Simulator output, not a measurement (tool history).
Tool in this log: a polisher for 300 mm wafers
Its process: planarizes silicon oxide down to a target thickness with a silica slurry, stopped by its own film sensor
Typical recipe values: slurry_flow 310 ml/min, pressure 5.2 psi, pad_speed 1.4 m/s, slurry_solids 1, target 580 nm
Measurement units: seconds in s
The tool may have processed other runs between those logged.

run	day	slurry_flow	pressure	pad_speed	slurry_solids	target	wafers since the last listed run	wafers polished on this pad	hours since the slurry nozzle was cleaned	hours since the head pressure was calibrated	hours since the slurry blender was calibrated	hours since the conditioning disc was replaced	incoming thickness of the incoming film, nm	seconds
1	0	310	5.2	1.4	1	456	0	1269	378.9	1372.6	280.1	469.3	1074	119.7
# day 0.458: worn pad replaced by a new one, of another model than before
2	0.521	310	5.2	1.4	1	456	64	11	391.4	1385.1	292.6	481.8	1064.8	122.9
3	1.083	310	5.2	1.4	1	580	101	113	404.9	1398.6	306.1	495.3	1071.2	102.1
4	2.467	310	5.2	1.4	1	580	250	363	438.1	1431.8	339.3	528.5	1087.2	105.5
# day 2.654: slurry nozzle cleaned
# day 3.079: conditioning disc replaced and pad reconditioned
5	3.583	310	5.2	1.4	1	580	179	543	22.3	1458.6	366.1	12.1	1060.7	97.2
6	4.596	310	5.2	1.28	1.1	580	183	726	46.6	1482.9	390.4	36.4	1063	102.9
# day 6.158: slurry blender recalibrated
7	8.029	360	5.2	1.4	1	580	606	1332	129	1565.3	44.9	118.8	1074	100.3
# day 8.825: worn pad replaced by a new one
8	9.125	310	5.2	1.4	1	580	168	54	155.3	1591.6	71.2	145.1	1094.3	108.5
9	9.667	310	4.7	1.4	1	580	98	152	168.3	1604.6	84.2	158.1	1055.2	103.1
# day 10.142: head pressure recalibrated
10	10.938	310	5.7	1.4	1.25	580	214	367	198.8	19.1	114.7	188.6	1080.1	92.7
11	12.062	310	5.2	1.4	1	580	203	570	225.8	46.1	141.7	215.6	1069.1	107.5
12	13.171	310	5.2	1.72	1	714	200	771	252.4	72.7	168.3	242.2	1076.7	67.2
13	13.758	310	4.6	1.22	1.3	743	106	877	266.5	86.8	182.4	256.3	1068	71.7
14	14.862	215	6.8	1.4	1	580	199	1077	293	113.3	208.9	282.8	1074.7	92
15	15.462	270	6.9	1.4	0.7	531	108	1186	307.4	127.7	223.3	297.2	1086.7	120.9
# day 15.812: worn pad replaced by a new one
16	17.929	245	5.2	1.4	1	580	416	383	366.6	186.9	282.5	356.4	1074.2	106.4
17	18.912	400	4.3	1.4	0.7	580	177	561	390.2	210.5	306.1	380	1089.2	133.8
# day 19.267: slurry nozzle cleaned
18	20.358	340	4.6	1.7	1	580	254	815	26.2	245.2	340.8	414.7	1071.5	96.8
19	21.842	260	5.2	1.4	1	580	268	1083	61.8	280.8	376.4	450.3	1056.4	101.4
20	22.575	360	6.1	1.4	1.25	580	132	1216	79.4	298.4	394	467.9	1080.7	87.5
# day 23.229: slurry blender recalibrated
# day 23.4: conditioning disc replaced and pad reconditioned
21	23.504	355	5.2	1.4	0.85	580	138	1354	101.7	320.7	6.6	2.5	1072.5	109.1
# day 24.638: worn pad replaced by a new one
22	24.658	310	5.2	1.4	1	580	178	3	129.4	348.4	34.3	30.2	1070.2	101.9
23	25.1	310	5.2	1.4	1	580	79	83	140	359	44.9	40.8	1068.4	102.4
24	28.983	310	6.6	1.78	1	580	702	786	233.2	452.2	138.1	134	1077.9	78.8

5 options for the next run, each taken on its own from the tool as it stands now. Forecast them:
A	29.004	310	5.2	1.4	1	580	3	790	233.7	452.7	138.6	134.5	1070	?
B	29.004	310	5.2	1.24	1	580	3	790	233.7	452.7	138.6	134.5	1070	?
C	29.004	365	5.2	1.4	0.85	580	3	790	233.7	452.7	138.6	134.5	1070	?
D	29.004	340	5.2	1.4	1	580	3	790	233.7	452.7	138.6	134.5	1070	?
E	29.004	205	6.9	1.4	1	580	3	790	233.7	452.7	138.6	134.5	1070	?

run	seconds
A	102.7
B	110.6
C	109
D	102.1
E	90.4
With the hidden condition removed and each run's random variation left untouched, the same runs would have given:
run	seconds
A	106.9
B	115.1
C	113.4
D	106.2
E	94

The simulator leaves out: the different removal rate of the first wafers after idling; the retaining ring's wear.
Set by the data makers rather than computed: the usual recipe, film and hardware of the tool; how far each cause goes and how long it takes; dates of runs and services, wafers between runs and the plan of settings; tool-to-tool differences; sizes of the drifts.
